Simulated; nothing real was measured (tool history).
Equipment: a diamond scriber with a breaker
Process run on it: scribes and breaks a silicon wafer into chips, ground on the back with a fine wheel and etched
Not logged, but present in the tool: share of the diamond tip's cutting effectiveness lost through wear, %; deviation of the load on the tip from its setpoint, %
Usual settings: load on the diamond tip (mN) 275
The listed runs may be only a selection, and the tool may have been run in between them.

run,hour,load on the diamond tip (mN),wafers since the last listed run,hours since the diamond tip was replaced,hours since the load on the tip was calibrated,"incoming depth of the damage left on the back of the incoming wafer, um",depth of the median crack under the scribed line (nm),chips rejected at inspection after the break (%)
1,0,231,0,863.1,700.3,0.65,8610,12.78
2,14.7,231,35,877.8,715,0.39,8770,13.75
3,31.7,275,40,894.8,732,0.78,9640,7.23
4,47.7,237,38,910.8,748,0.51,8560,14.32
5,58.8,237,26,921.9,759.1,0.46,8550,14.42
6,65.4,237,15,928.5,765.7,0.47,8620,14.57
7,74.7,275,22,937.8,775,0.7,9360,8.74
8,84.6,275,23,947.7,784.9,0.34,9420,9.17
9,90.6,275,14,953.7,790.9,0.79,9260,8.63
# hour 105.1: diamond tip replaced by a new one, of another model than before
10,128.4,308,85,23.3,828.7,0.62,11990,0.79
11,135.5,209,16,30.4,835.8,0.64,10750,2.76
12,151.6,240,38,46.5,851.9,0.3,11420,1.6
# hour 159.3: load on the tip recalibrated
13,165.5,328,28,60.4,6.2,0.3,12470,0.95
14,175.5,229,23,70.4,16.2,0.49,10920,1.88
15,189.9,233,34,84.8,30.6,0.75,11170,1.88
16,199.4,211,22,94.3,40.1,0.48,10720,2.93
17,216.3,229,40,111.2,57,0.47,10660,2.06
18,229.7,275,32,124.6,70.4,0.39,11560,0.89

Entry by entry between the runs, the difference in hidden state between the last listed run before and the first listed run after:
Between runs 9 and 10: diamond tip replaced by a new one, of another model than before (hour 105.1)
  share of the diamond tip's cutting effectiveness lost through wear, %: 31.9 -> 4.4
  measured result minus the result with no hidden state, depth of the median crack under the scribed line (nm): -2710 -> -370; chips rejected at inspection after the break (%): +7.89 -> -0.22
Between runs 12 and 13: load on the tip recalibrated (hour 159.3)
  share of the diamond tip's cutting effectiveness lost through wear, %: 4.46 -> 4.5
  measured result minus the result with no hidden state, depth of the median crack under the scribed line (nm): -350 -> -390; chips rejected at inspection after the break (%): +0.51 -> -0.42

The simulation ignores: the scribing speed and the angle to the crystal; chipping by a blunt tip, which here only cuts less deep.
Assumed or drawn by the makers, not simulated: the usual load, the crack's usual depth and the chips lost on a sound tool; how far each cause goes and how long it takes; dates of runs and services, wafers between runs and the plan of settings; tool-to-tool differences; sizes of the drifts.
